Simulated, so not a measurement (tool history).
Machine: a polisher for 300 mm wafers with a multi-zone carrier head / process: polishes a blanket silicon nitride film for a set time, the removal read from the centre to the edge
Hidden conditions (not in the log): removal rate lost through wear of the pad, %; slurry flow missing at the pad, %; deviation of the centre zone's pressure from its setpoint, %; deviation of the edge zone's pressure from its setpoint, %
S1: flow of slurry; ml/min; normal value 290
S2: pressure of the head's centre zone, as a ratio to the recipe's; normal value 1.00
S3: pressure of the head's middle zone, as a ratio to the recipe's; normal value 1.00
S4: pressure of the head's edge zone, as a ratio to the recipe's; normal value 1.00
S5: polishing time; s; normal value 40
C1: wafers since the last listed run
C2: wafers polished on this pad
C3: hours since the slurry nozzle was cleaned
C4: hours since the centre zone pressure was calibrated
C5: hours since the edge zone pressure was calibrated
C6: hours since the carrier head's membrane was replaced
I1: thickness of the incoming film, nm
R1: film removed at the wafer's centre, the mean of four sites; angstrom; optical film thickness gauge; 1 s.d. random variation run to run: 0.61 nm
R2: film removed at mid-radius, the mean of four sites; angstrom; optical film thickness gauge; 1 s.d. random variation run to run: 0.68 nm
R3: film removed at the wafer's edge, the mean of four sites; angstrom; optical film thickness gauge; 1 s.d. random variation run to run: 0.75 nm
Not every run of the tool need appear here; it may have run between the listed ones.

| run | hour | S1 | S2 | S3 | S4 | S5 | C1 | C2 | C3 | C4 | C5 | C6 | I1 | R1 | R2 | R3 |
|---|---|---|---|---|---|---|---|---|---|---|---|---|---|---|---|---|
| 1 | 0.0 | 290 | 1.00 | 1.00 | 0.95 | 40 | 0 | 623 | 0.5 | 307.8 | 686.0 | 1175.6 | 631.9 | 1004 | 975 | 1011 |
| 2 | 16.8 | 290 | 1.00 | 1.00 | 0.95 | 40 | 260 | 884 | 17.3 | 324.6 | 702.8 | 1192.4 | 639.3 | 995 | 980 | 999 |
| 3 | 27.2 | 290 | 1.00 | 1.00 | 1.00 | 33 | 161 | 1045 | 27.7 | 335.0 | 713.2 | 1202.8 | 638.4 | 822 | 794 | 836 |
|  | 40.9 | worn pad replaced by a new one |
| 4 | 41.4 | 250 | 1.00 | 1.00 | 1.00 | 30 | 158 | 7 | 41.9 | 349.2 | 727.4 | 1217.0 | 635.9 | 746 | 715 | 765 |
| 5 | 56.2 | 250 | 1.00 | 1.00 | 1.00 | 30 | 229 | 237 | 56.7 | 364.0 | 742.2 | 1231.8 | 640.1 | 739 | 717 | 759 |
|  | 61.7 | carrier head's membrane replaced by a new one |
| 6 | 64.3 | 290 | 1.00 | 1.00 | 1.00 | 40 | 48 | 285 | 64.8 | 372.1 | 750.3 | 2.6 | 645.4 | 1017 | 971 | 1043 |
| 7 | 76.1 | 290 | 1.00 | 1.00 | 1.00 | 40 | 183 | 468 | 76.6 | 383.9 | 762.1 | 14.4 | 642.2 | 992 | 965 | 1034 |
|  | 90.2 | centre zone pressure recalibrated |
| 8 | 90.7 | 290 | 1.00 | 1.11 | 1.00 | 50 | 195 | 664 | 91.2 | 0.5 | 776.7 | 29.0 | 646.4 | 1239 | 1320 | 1248 |
| 9 | 97.5 | 290 | 1.00 | 1.00 | 1.00 | 40 | 105 | 770 | 98.0 | 7.3 | 783.5 | 35.8 | 644.5 | 1005 | 973 | 1024 |
| 10 | 109.2 | 290 | 1.00 | 1.00 | 1.00 | 40 | 181 | 952 | 109.7 | 19.0 | 795.2 | 47.5 | 639.5 | 979 | 957 | 1007 |
|  | 117.1 | edge zone pressure recalibrated |
| 11 | 118.7 | 290 | 0.89 | 1.00 | 1.00 | 40 | 116 | 1068 | 119.2 | 28.5 | 1.6 | 57.0 | 648.0 | 915 | 966 | 1012 |
|  | 128.4 | worn pad replaced by a new one |
| 12 | 132.2 | 290 | 1.00 | 1.00 | 1.06 | 27 | 147 | 58 | 132.7 | 42.0 | 15.1 | 70.5 | 647.5 | 681 | 652 | 713 |
| 13 | 139.3 | 290 | 1.05 | 1.00 | 1.00 | 40 | 110 | 168 | 139.8 | 49.1 | 22.2 | 77.6 | 634.9 | 1048 | 998 | 1021 |
| 14 | 149.8 | 290 | 0.92 | 0.96 | 0.89 | 40 | 163 | 331 | 150.3 | 59.6 | 32.7 | 88.1 | 636.4 | 952 | 941 | 980 |
| 15 | 166.1 | 290 | 1.00 | 1.00 | 1.00 | 40 | 253 | 585 | 166.6 | 75.9 | 49.0 | 104.4 | 636.9 | 1005 | 974 | 1026 |
| 16 | 201.5 | 290 | 1.00 | 1.00 | 1.00 | 44 | 549 | 1134 | 202.0 | 111.3 | 84.4 | 139.8 | 639.4 | 1090 | 1057 | 1128 |
|  | 219.4 | worn pad replaced by a new one |
| 17 | 219.9 | 320 | 1.07 | 0.97 | 1.12 | 40 | 223 | 7 | 220.4 | 129.7 | 102.8 | 158.2 | 641.0 | 1061 | 975 | 1086 |
| 18 | 234.0 | 330 | 1.00 | 1.00 | 1.00 | 40 | 219 | 226 | 234.5 | 143.8 | 116.9 | 172.3 | 639.0 | 1015 | 1001 | 1035 |
| 19 | 245.4 | 290 | 1.00 | 1.00 | 1.00 | 35 | 177 | 403 | 245.9 | 155.2 | 128.3 | 183.7 | 638.8 | 883 | 860 | 899 |
| 20 | 253.6 | 290 | 1.00 | 1.00 | 1.00 | 40 | 127 | 530 | 254.1 | 163.4 | 136.5 | 191.9 | 637.0 | 1003 | 977 | 1020 |
| 21 | 269.3 | 290 | 1.00 | 1.00 | 1.00 | 30 | 243 | 774 | 269.8 | 179.1 | 152.2 | 207.6 | 633.4 | 753 | 721 | 767 |
| 22 | 278.8 | 290 | 1.00 | 1.05 | 1.00 | 40 | 147 | 922 | 279.3 | 188.6 | 161.7 | 217.1 | 631.6 | 1006 | 996 | 1020 |
| 23 | 289.2 | 290 | 1.00 | 1.00 | 0.95 | 30 | 161 | 1083 | 289.7 | 199.0 | 172.1 | 227.5 | 646.1 | 742 | 719 | 741 |

Alternative continuations, all from the tool just after run 23; predict every row:
| A | 289.6 | 290 | 1.10 | 1.00 | 1.00 | 40 | 6 | 1089 | 290.1 | 199.4 | 172.5 | 227.9 | 635.2 | ? | ? | ? |
| B | 289.6 | 370 | 1.00 | 1.00 | 1.00 | 35 | 6 | 1089 | 290.1 | 199.4 | 172.5 | 227.9 | 635.2 | ? | ? | ? |
| C | 289.6 | 240 | 1.04 | 0.95 | 1.00 | 31 | 6 | 1089 | 290.1 | 199.4 | 172.5 | 227.9 | 635.2 | ? | ? | ? |

| run | R1 | R2 | R3 |
|---|---|---|---|
| A | 1056 | 972 | 1007 |
| B | 887 | 871 | 897 |
| C | 766 | 705 | 767 |
Stripped of hidden state, with their random variation kept, the same runs would have yielded:
| run | R1 | R2 | R3 |
|---|---|---|---|
| A | 1078 | 992 | 1028 |
| B | 906 | 889 | 915 |
| C | 782 | 720 | 783 |
